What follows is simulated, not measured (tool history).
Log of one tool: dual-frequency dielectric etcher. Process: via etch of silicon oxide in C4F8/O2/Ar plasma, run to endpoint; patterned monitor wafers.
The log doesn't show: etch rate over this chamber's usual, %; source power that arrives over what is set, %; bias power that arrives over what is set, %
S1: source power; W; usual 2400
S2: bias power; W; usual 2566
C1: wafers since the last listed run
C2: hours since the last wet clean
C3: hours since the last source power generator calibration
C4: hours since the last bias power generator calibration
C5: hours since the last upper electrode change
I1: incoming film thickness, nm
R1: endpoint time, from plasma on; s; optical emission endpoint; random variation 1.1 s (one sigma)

run 1 hour=0.0 | S1=2400 S2=2566 | C1=0 C2=100.0 C3=4097.5 C4=3509.9 C5=3671.5 | I1=1184.3 | R1=217.1
run 2 hour=31.4 | S1=2400 S2=2566 | C1=113 C2=131.4 C3=4128.9 C4=3541.3 C5=3702.9 | I1=1170.4 | R1=214.8
run 3 hour=65.0 | S1=2400 S2=2566 | C1=121 C2=165.0 C3=4162.5 C4=3574.9 C5=3736.5 | I1=1165.5 | R1=211.1
run 4 hour=93.0 | S1=2400 S2=2566 | C1=101 C2=193.0 C3=4190.5 C4=3602.9 C5=3764.5 | I1=1178.1 | R1=214.9
run 5 hour=114.1 | S1=2400 S2=2566 | C1=76 C2=214.1 C3=4211.6 C4=3624.0 C5=3785.6 | I1=1174.9 | R1=213.4
run 6 hour=140.1 | S1=2400 S2=2566 | C1=93 C2=240.1 C3=4237.6 C4=3650.0 C5=3811.6 | I1=1177.0 | R1=213.8
run 7 hour=203.2 | S1=2400 S2=2404 | C1=227 C2=303.2 C3=4300.7 C4=3713.1 C5=3874.7 | I1=1167.1 | R1=215.1
run 8 hour=216.2 | S1=2400 S2=2404 | C1=46 C2=316.2 C3=4313.7 C4=3726.1 C5=3887.7 | I1=1173.9 | R1=215.6
run 9 hour=233.1 | S1=2400 S2=2404 | C1=61 C2=333.1 C3=4330.6 C4=3743.0 C5=3904.6 | I1=1166.2 | R1=212.6
run 10 hour=245.9 | S1=2400 S2=2898 | C1=46 C2=345.9 C3=4343.4 C4=3755.8 C5=3917.4 | I1=1167.0 | R1=201.5
run 11 hour=262.8 | S1=2400 S2=2898 | C1=61 C2=362.8 C3=4360.3 C4=3772.7 C5=3934.3 | I1=1175.9 | R1=205.2
run 12 hour=275.9 | S1=2400 S2=2566 | C1=47 C2=375.9 C3=4373.4 C4=3785.8 C5=3947.4 | I1=1186.3 | R1=213.2
run 13 hour=299.2 | S1=2100 S2=2103 | C1=84 C2=399.2 C3=4396.7 C4=3809.1 C5=3970.7 | I1=1175.9 | R1=237.0
run 14 hour=322.6 | S1=2400 S2=2566 | C1=84 C2=422.6 C3=4420.1 C4=3832.5 C5=3994.1 | I1=1166.7 | R1=206.9
-- hour=335.1 source power generator calibrated
run 15 hour=343.2 | S1=2220 S2=2747 | C1=59 C2=443.2 C3=8.1 C4=3853.1 C5=4014.7 | I1=1172.4 | R1=211.7
run 16 hour=355.8 | S1=2860 S2=3154 | C1=45 C2=455.8 C3=20.7 C4=3865.7 C5=4027.3 | I1=1169.1 | R1=178.8
run 17 hour=419.0 | S1=2580 S2=3176 | C1=228 C2=519.0 C3=83.9 C4=3928.9 C5=4090.5 | I1=1175.5 | R1=189.9
run 18 hour=433.7 | S1=1990 S2=2566 | C1=53 C2=533.7 C3=98.6 C4=3943.6 C5=4105.2 | I1=1177.4 | R1=228.0
run 19 hour=455.3 | S1=1970 S2=2907 | C1=78 C2=555.3 C3=120.2 C4=3965.2 C5=4126.8 | I1=1174.3 | R1=220.0
run 20 hour=470.0 | S1=2400 S2=2566 | C1=53 C2=570.0 C3=134.9 C4=3979.9 C5=4141.5 | I1=1173.2 | R1=207.6
run 21 hour=500.3 | S1=2400 S2=2566 | C1=109 C2=600.3 C3=165.2 C4=4010.2 C5=4171.8 | I1=1167.2 | R1=204.7
run 22 hour=521.8 | S1=1860 S2=1976 | C1=77 C2=621.8 C3=186.7 C4=4031.7 C5=4193.3 | I1=1178.2 | R1=254.0
-- hour=546.7 wet clean of the chamber
-- hour=553.6 upper electrode replaced
run 23 hour=554.1 | S1=2970 S2=2096 | C1=5 C2=7.4 C3=219.0 C4=4064.0 C5=0.5 | I1=1172.1 | R1=207.4
run 24 hour=557.4 | S1=2400 S2=2566 | C1=11 C2=10.7 C3=222.3 C4=4067.3 C5=3.8 | I1=1160.9 | R1=215.8
-- hour=587.7 bias power generator calibrated
run 25 hour=588.2 | S1=2400 S2=2566 | C1=96 C2=41.5 C3=253.1 C4=0.5 C5=34.6 | I1=1176.2 | R1=217.5
run 26 hour=610.3 | S1=2400 S2=2744 | C1=79 C2=63.6 C3=275.2 C4=22.6 C5=56.7 | I1=1174.1 | R1=211.4
run 27 hour=643.4 | S1=2670 S2=2852 | C1=119 C2=96.7 C3=308.3 C4=55.7 C5=89.8 | I1=1172.3 | R1=199.4
run 28 hour=663.4 | S1=2400 S2=2744 | C1=72 C2=116.7 C3=328.3 C4=75.7 C5=109.8 | I1=1172.0 | R1=212.1
run 29 hour=694.8 | S1=2120 S2=2566 | C1=113 C2=148.1 C3=359.7 C4=107.1 C5=141.2 | I1=1167.8 | R1=227.2
run 30 hour=711.1 | S1=2060 S2=2566 | C1=58 C2=164.4 C3=376.0 C4=123.4 C5=157.5 | I1=1176.0 | R1=231.8
run 31 hour=734.8 | S1=2400 S2=2566 | C1=85 C2=188.1 C3=399.7 C4=147.1 C5=181.2 | I1=1175.3 | R1=214.2
run 32 hour=759.6 | S1=2400 S2=2277 | C1=89 C2=212.9 C3=424.5 C4=171.9 C5=206.0 | I1=1175.5 | R1=221.0
run 33 hour=790.4 | S1=2400 S2=2566 | C1=111 C2=243.7 C3=455.3 C4=202.7 C5=236.8 | I1=1177.6 | R1=213.4
run 34 hour=816.5 | S1=2400 S2=2566 | C1=94 C2=269.8 C3=481.4 C4=228.8 C5=262.9 | I1=1172.3 | R1=212.4
run 35 hour=833.8 | S1=2860 S2=2866 | C1=62 C2=287.1 C3=498.7 C4=246.1 C5=280.2 | I1=1165.8 | R1=187.7

4 ways to go on from here, each from the tool as it stands after run 35. What would each give?
run A hour=834.3 | S1=2400 S2=2078 | C1=1 C2=287.6 C3=499.2 C4=246.6 C5=280.7 | I1=1176.0 | R1=?
run B hour=834.3 | S1=2770 S2=2327 | C1=1 C2=287.6 C3=499.2 C4=246.6 C5=280.7 | I1=1176.0 | R1=?
run C hour=834.3 | S1=1960 S2=3149 | C1=1 C2=287.6 C3=499.2 C4=246.6 C5=280.7 | I1=1176.0 | R1=?
run D hour=834.3 | S1=2840 S2=2087 | C1=1 C2=287.6 C3=499.2 C4=246.6 C5=280.7 | I1=1176.0 | R1=?

run=A R1=224.8
run=B R1=203.6
run=C R1=220.7
run=D R1=207.1
Without the tool's hidden state the same runs would have given:
run=A R1=230.7
run=B R1=208.9
run=C R1=226.5
run=D R1=212.5
